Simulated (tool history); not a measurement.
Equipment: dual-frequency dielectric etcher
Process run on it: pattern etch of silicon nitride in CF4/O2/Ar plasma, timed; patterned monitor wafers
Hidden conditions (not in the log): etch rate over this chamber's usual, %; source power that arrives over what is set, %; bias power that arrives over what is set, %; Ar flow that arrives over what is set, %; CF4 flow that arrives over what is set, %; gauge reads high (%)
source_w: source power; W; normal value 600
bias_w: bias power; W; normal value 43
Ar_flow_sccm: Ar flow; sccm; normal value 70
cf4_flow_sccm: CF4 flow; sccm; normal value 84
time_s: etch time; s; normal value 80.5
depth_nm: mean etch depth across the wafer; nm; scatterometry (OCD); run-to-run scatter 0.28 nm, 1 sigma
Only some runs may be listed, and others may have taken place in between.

run	hour	source_w	bias_w	Ar_flow_sccm	cf4_flow_sccm	time_s	wafers since the last listed run	hours since the last wet clean	hours since the last source power generator calibration	hours since the last bias power generator calibration	hours since the last Ar flow controller change	hours since the last CF4 flow controller change	hours since the last upper electrode change	hours since the gauge calibration	read-back reference wafer on the same gauge, depth_nm	depth_nm
1	0	600	43	70	84	80.5	0	100.4	3833.9	1356.6	4816.6	6051.8	2897.9	582.9	177	188.3
2	35.4	600	43	70	84	80.5	580	135.8	3869.3	1392	4852	6087.2	2933.3	618.3	177	187.5
3	78.3	600	43	65	84	89	702	178.7	3912.2	1434.9	4894.9	6130.1	2976.2	661.2	177	210
4	145.5	600	43	70	84	80.5	1101	245.9	3979.4	1502.1	4962.1	6197.3	3043.4	728.4	176.9	187.4
5	173	600	43	70	84	80.5	450	273.4	4006.9	1529.6	4989.6	6224.8	3070.9	755.9	176.9	187.2
# hour 217.8: gauge calibrated
6	243.2	600	43	70	84	80.5	1150	343.6	4077.1	1599.8	5059.8	6295	3141.1	25.4	177.1	187.2
7	312	600	43	70	84	64	1127	412.4	4145.9	1668.6	5128.6	6363.8	3209.9	94.2	177	148.3
# hour 340: source power generator calibrated
8	356.2	640	37	70	65	92	658	456.6	16.2	1712.8	5172.8	6408	3254.1	138.4	177	204.1
# hour 395.4: wet clean of the chamber
9	395.9	600	34	70	84	80.5	257	0.5	55.9	1752.5	5212.5	6447.7	3293.8	178.1	177.1	178.4
# hour 429.6: upper electrode replaced
10	449.2	490	43	70	84	80.5	480	53.8	109.2	1805.8	5265.8	6501	19.6	231.4	177.1	172.7
# hour 458: CF4 flow controller replaced
11	496.8	600	43	70	84	80.5	681	101.4	156.8	1853.4	5313.4	38.8	67.2	279	177	188
# hour 505: Ar flow controller replaced
# hour 506.8: bias power generator calibrated
12	545.8	600	37	76	77	98.5	675	150.4	205.8	39	40.8	87.8	116.2	328	176.9	215.2
13	607.3	560	43	70	84	80.5	1007	211.9	267.3	100.5	102.3	149.3	177.7	389.5	177.1	182
14	664.5	600	43	70	84	80.5	937	269.1	324.5	157.7	159.5	206.5	234.9	446.7	177	187.4

Entry by entry between the runs, the difference in hidden state between the last listed run before and the first listed run after:
After run 5, before run 6: gauge calibrated (hour 217.8)
  etch rate over this chamber's usual, %: -0.417 -> -0.515
  measured minus no-state result, depth_nm: -0.7 -> -0.9 nm
After run 7, before run 8: source power generator calibrated (hour 340)
  etch rate over this chamber's usual, %: -0.61 -> -0.672
  measured minus no-state result, depth_nm: -0.9 -> -1.4 nm
After run 8, before run 9: wet clean of the chamber (hour 395.4)
  etch rate over this chamber's usual, %: -0.672 -> 0.0549
  measured minus no-state result, depth_nm: -1.4 -> +0.1 nm
After run 9, before run 10: upper electrode replaced (hour 429.6)
  etch rate over this chamber's usual, %: 0.0549 -> -0.0192
  measured minus no-state result, depth_nm: +0.1 -> +0 nm
After run 10, before run 11: CF4 flow controller replaced (hour 458)
  etch rate over this chamber's usual, %: -0.0192 -> -0.0854
  measured minus no-state result, depth_nm: +0 -> -0.2 nm
After run 11, before run 12: Ar flow controller replaced (hour 505); bias power generator calibrated (hour 506.8)
  etch rate over this chamber's usual, %: -0.0854 -> -0.153
  measured minus no-state result, depth_nm: -0.2 -> -0.3 nm
